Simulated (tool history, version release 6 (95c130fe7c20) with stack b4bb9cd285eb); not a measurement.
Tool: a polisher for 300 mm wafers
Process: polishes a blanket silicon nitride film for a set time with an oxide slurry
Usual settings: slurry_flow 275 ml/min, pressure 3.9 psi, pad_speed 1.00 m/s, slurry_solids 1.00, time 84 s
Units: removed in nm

run	hour	slurry_flow	pressure	pad_speed	slurry_solids	time	wafers since the last listed run	wafers polished on this pad	hours since the slurry nozzle was cleaned	hours since the head pressure was calibrated	hours since the slurry blender was calibrated	hours since the conditioning disc was replaced	incoming thickness of the incoming film, nm	removed
1	0.0	275	3.9	1.00	1.00	84	0	206	51.6	78.6	385.3	138.2	427.6	59.6
2	6.7	275	3.9	1.00	1.00	84	67	274	58.3	85.3	392.0	144.9	424.1	60.6
3	13.9	275	3.9	1.00	1.00	84	72	347	65.5	92.5	399.2	152.1	421.1	59.5
4	27.5	275	3.9	1.00	1.00	84	137	484	79.1	106.1	412.8	165.7	420.0	60.3
5	33.9	185	3.9	1.00	1.00	84	64	549	85.5	112.5	419.2	172.1	414.5	57.0
6	44.3	275	3.9	1.22	1.00	74	105	655	95.9	122.9	429.6	182.5	418.5	58.8
# hour 58.3: conditioning disc replaced and pad reconditioned
7	58.8	275	3.9	1.00	1.00	84	126	781	110.4	137.4	444.1	0.5	416.7	67.9
8	66.2	250	3.9	1.00	1.00	84	74	856	117.8	144.8	451.5	7.9	423.7	63.3
9	78.4	275	2.9	1.00	1.25	84	123	980	130.0	157.0	463.7	20.1	417.9	56.8
# hour 88.8: worn pad replaced by a new one
10	89.3	350	3.9	1.00	1.00	84	69	5	140.9	167.9	474.6	31.0	416.6	64.5
11	98.2	205	2.6	1.00	1.00	84	90	95	149.8	176.8	483.5	39.9	420.0	40.9
# hour 104.4: slurry blender recalibrated
12	111.8	275	3.9	1.00	0.80	84	117	213	163.4	190.4	7.4	53.5	421.6	50.9
13	129.5	275	3.9	1.00	1.00	84	179	392	181.1	208.1	25.1	71.2	419.0	59.6
14	142.7	250	3.9	1.00	1.00	84	133	526	194.3	221.3	38.3	84.4	422.1	60.7
15	149.5	200	3.0	1.00	1.00	84	68	595	201.1	228.1	45.1	91.2	425.6	45.1
16	166.3	275	3.4	1.00	1.10	84	170	765	217.9	244.9	61.9	108.0	425.2	56.3
17	176.1	275	3.9	1.26	0.80	92	99	864	227.7	254.7	71.7	117.8	425.5	60.0
18	188.1	200	3.9	1.00	1.00	93	121	986	239.7	266.7	83.7	129.8	424.1	62.8
# hour 196.9: worn pad replaced by a new one
19	197.4	275	3.9	1.00	1.00	84	53	4	249.0	276.0	93.0	139.1	416.5	59.4
20	201.7	275	3.9	1.00	1.00	84	43	48	253.3	280.3	97.3	143.4	414.6	57.9
21	219.5	275	3.9	1.00	1.00	84	180	228	271.1	298.1	115.1	161.2	413.9	59.1
22	232.7	275	2.6	1.00	1.00	57	133	362	284.3	311.3	128.3	174.4	415.8	27.7
23	241.5	275	3.9	1.00	1.00	84	89	451	293.1	320.1	137.1	183.2	413.9	59.8
24	250.1	275	3.9	1.12	1.00	84	87	538	301.7	328.7	145.7	191.8	425.0	63.0
25	256.5	230	2.6	1.00	1.00	84	64	603	308.1	335.1	152.1	198.2	419.2	39.4
# hour 259.5: conditioning disc replaced and pad reconditioned
26	274.1	275	3.9	1.00	1.00	84	158	761	325.7	352.7	169.7	14.6	421.1	66.5
27	282.6	275	3.9	1.00	1.00	58	86	847	334.2	361.2	178.2	23.1	416.9	44.5

The tool's hidden state at each run:
removal rate lost through wear of the pad, %: 0 in every run
slurry flow missing at the pad, %: 0 in every run
deviation of the head's pressure from its setpoint, %: 0 in every run
abrasive missing from the slurry, %: 0 in every run
H1: time polished since the conditioner stopped cutting, s
run	H1
1	210
2	213
3	216
4	220
5	222
6	224
7	37.6
8	60.1
9	92.3
10	117
11	134
12	156
13	179
14	193
15	199
16	212
17	218
18	224
19	229
20	231
21	237
22	240
23	243
24	244
25	246
26	42.7
27	63.6

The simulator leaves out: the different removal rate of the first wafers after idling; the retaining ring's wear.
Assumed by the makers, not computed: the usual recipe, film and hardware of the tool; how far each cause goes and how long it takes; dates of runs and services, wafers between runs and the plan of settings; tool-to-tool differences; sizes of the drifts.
